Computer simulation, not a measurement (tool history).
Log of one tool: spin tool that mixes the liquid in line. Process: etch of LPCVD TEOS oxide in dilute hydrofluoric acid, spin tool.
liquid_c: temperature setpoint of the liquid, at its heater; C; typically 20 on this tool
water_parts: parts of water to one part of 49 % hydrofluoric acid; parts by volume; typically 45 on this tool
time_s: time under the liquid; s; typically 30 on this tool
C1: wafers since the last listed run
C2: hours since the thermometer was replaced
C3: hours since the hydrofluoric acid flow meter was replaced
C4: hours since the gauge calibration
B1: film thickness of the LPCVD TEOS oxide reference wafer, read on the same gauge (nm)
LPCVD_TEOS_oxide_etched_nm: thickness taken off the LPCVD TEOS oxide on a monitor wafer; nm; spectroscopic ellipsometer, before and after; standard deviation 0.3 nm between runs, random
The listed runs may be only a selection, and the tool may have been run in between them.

{"run": 1, "hour": 0.0, "liquid_c": 21, "water_parts": 45, "time_s": 30, "C1": 0, "C2": 829.7, "C3": 1274.6, "C4": 2709.9, "B1": 149.99, "LPCVD_TEOS_oxide_etched_nm": 31.89}
{"run": 2, "hour": 99.3, "liquid_c": 21, "water_parts": 45, "time_s": 30, "C1": 1081, "C2": 929, "C3": 1373.9, "C4": 2809.2, "B1": 150.02, "LPCVD_TEOS_oxide_etched_nm": 31.64}
{"run": 3, "hour": 180.1, "liquid_c": 20, "water_parts": 55, "time_s": 30, "C1": 879, "C2": 1009.8, "C3": 1454.7, "C4": 2890, "B1": 150.04, "LPCVD_TEOS_oxide_etched_nm": 25.1}
{"run": 4, "hour": 227.2, "liquid_c": 20, "water_parts": 45, "time_s": 30, "C1": 512, "C2": 1056.9, "C3": 1501.8, "C4": 2937.1, "B1": 150, "LPCVD_TEOS_oxide_etched_nm": 30.31}
{"run": 5, "hour": 285.1, "liquid_c": 20, "water_parts": 45, "time_s": 30, "C1": 630, "C2": 1114.8, "C3": 1559.7, "C4": 2995, "B1": 150.02, "LPCVD_TEOS_oxide_etched_nm": 30.69}
{"hour": 291.8, "done": "hydrofluoric acid flow meter replaced"}
{"hour": 367.7, "done": "thermometer replaced"}
{"run": 6, "hour": 384.9, "liquid_c": 20, "water_parts": 45, "time_s": 30, "C1": 1064, "C2": 17.2, "C3": 93.1, "C4": 3094.8, "B1": 150.05, "LPCVD_TEOS_oxide_etched_nm": 30.54}
{"run": 7, "hour": 467.1, "liquid_c": 18.5, "water_parts": 45, "time_s": 30, "C1": 895, "C2": 99.4, "C3": 175.3, "C4": 3177, "B1": 150.02, "LPCVD_TEOS_oxide_etched_nm": 28.48}
{"run": 8, "hour": 510.6, "liquid_c": 18.5, "water_parts": 45, "time_s": 30, "C1": 473, "C2": 142.9, "C3": 218.8, "C4": 3220.5, "B1": 149.98, "LPCVD_TEOS_oxide_etched_nm": 28.2}
{"run": 9, "hour": 557.8, "liquid_c": 20, "water_parts": 50, "time_s": 30, "C1": 513, "C2": 190.1, "C3": 266, "C4": 3267.7, "B1": 150.03, "LPCVD_TEOS_oxide_etched_nm": 27.25}
{"hour": 597.3, "done": "gauge calibrated"}
{"run": 10, "hour": 604.0, "liquid_c": 20, "water_parts": 50, "time_s": 30, "C1": 503, "C2": 236.3, "C3": 312.2, "C4": 6.7, "B1": 149.97, "LPCVD_TEOS_oxide_etched_nm": 26.83}
{"run": 11, "hour": 647.8, "liquid_c": 20, "water_parts": 45, "time_s": 30, "C1": 476, "C2": 280.1, "C3": 356, "C4": 50.5, "B1": 150.01, "LPCVD_TEOS_oxide_etched_nm": 30.14}
{"run": 12, "hour": 736.1, "liquid_c": 21.5, "water_parts": 45, "time_s": 30, "C1": 961, "C2": 368.4, "C3": 444.3, "C4": 138.8, "B1": 149.99, "LPCVD_TEOS_oxide_etched_nm": 32.1}
{"run": 13, "hour": 835.2, "liquid_c": 20, "water_parts": 45, "time_s": 35, "C1": 1079, "C2": 467.5, "C3": 543.4, "C4": 237.9, "B1": 150.01, "LPCVD_TEOS_oxide_etched_nm": 35.81}
{"run": 14, "hour": 889.8, "liquid_c": 17, "water_parts": 35, "time_s": 20, "C1": 594, "C2": 522.1, "C3": 598, "C4": 292.5, "B1": 150.03, "LPCVD_TEOS_oxide_etched_nm": 23.29}
{"run": 15, "hour": 974.1, "liquid_c": 20, "water_parts": 55, "time_s": 15, "C1": 917, "C2": 606.4, "C3": 682.3, "C4": 376.8, "B1": 149.99, "LPCVD_TEOS_oxide_etched_nm": 12.35}
{"run": 16, "hour": 1058.7, "liquid_c": 20, "water_parts": 60, "time_s": 30, "C1": 921, "C2": 691, "C3": 766.9, "C4": 461.4, "B1": 150.02, "LPCVD_TEOS_oxide_etched_nm": 22.51}
{"run": 17, "hour": 1129.8, "liquid_c": 24, "water_parts": 55, "time_s": 20, "C1": 774, "C2": 762.1, "C3": 838, "C4": 532.5, "B1": 149.95, "LPCVD_TEOS_oxide_etched_nm": 19.23}
{"run": 18, "hour": 1193.1, "liquid_c": 22.5, "water_parts": 30, "time_s": 45, "C1": 689, "C2": 825.4, "C3": 901.3, "C4": 595.8, "B1": 150.02, "LPCVD_TEOS_oxide_etched_nm": 79.26}
{"run": 19, "hour": 1296.8, "liquid_c": 17, "water_parts": 55, "time_s": 45, "C1": 1129, "C2": 929.1, "C3": 1005, "C4": 699.5, "B1": 150.02, "LPCVD_TEOS_oxide_etched_nm": 32.7}
{"run": 20, "hour": 1351.3, "liquid_c": 23.5, "water_parts": 30, "time_s": 30, "C1": 593, "C2": 983.6, "C3": 1059.5, "C4": 754, "B1": 149.98, "LPCVD_TEOS_oxide_etched_nm": 54.1}
{"run": 21, "hour": 1458.6, "liquid_c": 22, "water_parts": 45, "time_s": 30, "C1": 1168, "C2": 1090.9, "C3": 1166.8, "C4": 861.3, "B1": 150.01, "LPCVD_TEOS_oxide_etched_nm": 33.3}
{"run": 22, "hour": 1523.8, "liquid_c": 20, "water_parts": 45, "time_s": 30, "C1": 709, "C2": 1156.1, "C3": 1232, "C4": 926.5, "B1": 149.96, "LPCVD_TEOS_oxide_etched_nm": 30.38}
{"hour": 1562.2, "done": "thermometer replaced"}
{"run": 23, "hour": 1631.7, "liquid_c": 17.5, "water_parts": 40, "time_s": 30, "C1": 1163, "C2": 69.5, "C3": 1339.9, "C4": 1034.4, "B1": 150, "LPCVD_TEOS_oxide_etched_nm": 30.73}
{"run": 24, "hour": 1671.8, "liquid_c": 17, "water_parts": 40, "time_s": 20, "C1": 436, "C2": 109.6, "C3": 1380, "C4": 1074.5, "B1": 150.01, "LPCVD_TEOS_oxide_etched_nm": 20.04}
{"hour": 1733.9, "done": "hydrofluoric acid flow meter replaced"}
{"run": 25, "hour": 1743.0, "liquid_c": 20, "water_parts": 55, "time_s": 45, "C1": 764, "C2": 180.8, "C3": 9.1, "C4": 1145.7, "B1": 149.99, "LPCVD_TEOS_oxide_etched_nm": 36.83}
{"run": 26, "hour": 1781.8, "liquid_c": 20, "water_parts": 45, "time_s": 45, "C1": 422, "C2": 219.6, "C3": 47.9, "C4": 1184.5, "B1": 150, "LPCVD_TEOS_oxide_etched_nm": 45.5}
{"run": 27, "hour": 1857.5, "liquid_c": 20, "water_parts": 65, "time_s": 30, "C1": 824, "C2": 295.3, "C3": 123.6, "C4": 1260.2, "B1": 150.04, "LPCVD_TEOS_oxide_etched_nm": 20.64}
{"run": 28, "hour": 1953.1, "liquid_c": 20, "water_parts": 45, "time_s": 30, "C1": 1040, "C2": 390.9, "C3": 219.2, "C4": 1355.8, "B1": 149.94, "LPCVD_TEOS_oxide_etched_nm": 30.36}
{"run": 29, "hour": 2056.4, "liquid_c": 20, "water_parts": 45, "time_s": 30, "C1": 1124, "C2": 494.2, "C3": 322.5, "C4": 1459.1, "B1": 149.97, "LPCVD_TEOS_oxide_etched_nm": 30.44}
{"run": 30, "hour": 2137.0, "liquid_c": 24, "water_parts": 50, "time_s": 45, "C1": 877, "C2": 574.8, "C3": 403.1, "C4": 1539.7, "B1": 150, "LPCVD_TEOS_oxide_etched_nm": 48.39}
{"run": 31, "hour": 2219.0, "liquid_c": 20, "water_parts": 45, "time_s": 30, "C1": 892, "C2": 656.8, "C3": 485.1, "C4": 1621.7, "B1": 150.02, "LPCVD_TEOS_oxide_etched_nm": 30.31}
{"run": 32, "hour": 2265.6, "liquid_c": 24.5, "water_parts": 55, "time_s": 30, "C1": 507, "C2": 703.4, "C3": 531.7, "C4": 1668.3, "B1": 150, "LPCVD_TEOS_oxide_etched_nm": 29.81}
{"run": 33, "hour": 2337.4, "liquid_c": 20, "water_parts": 50, "time_s": 30, "C1": 781, "C2": 775.2, "C3": 603.5, "C4": 1740.1, "B1": 150.02, "LPCVD_TEOS_oxide_etched_nm": 27.16}
{"run": 34, "hour": 2443.5, "liquid_c": 20, "water_parts": 65, "time_s": 30, "C1": 1155, "C2": 881.3, "C3": 709.6, "C4": 1846.2, "B1": 149.94, "LPCVD_TEOS_oxide_etched_nm": 20.36}

How the hidden state differs across the entries between the runs, from the last listed run before each to the first after it:
From run 5 to run 6: hydrofluoric acid flow meter replaced (hour 291.8); thermometer replaced (hour 367.7)
  no difference in the tool's unlogged condition between these two runs
From run 9 to run 10: gauge calibrated (hour 597.3)
  no difference in the tool's unlogged condition between these two runs
From run 22 to run 23: thermometer replaced (hour 1562.2)
  no difference in the tool's unlogged condition between these two runs
From run 24 to run 25: hydrofluoric acid flow meter replaced (hour 1733.9)
  no difference in the tool's unlogged condition between these two runs
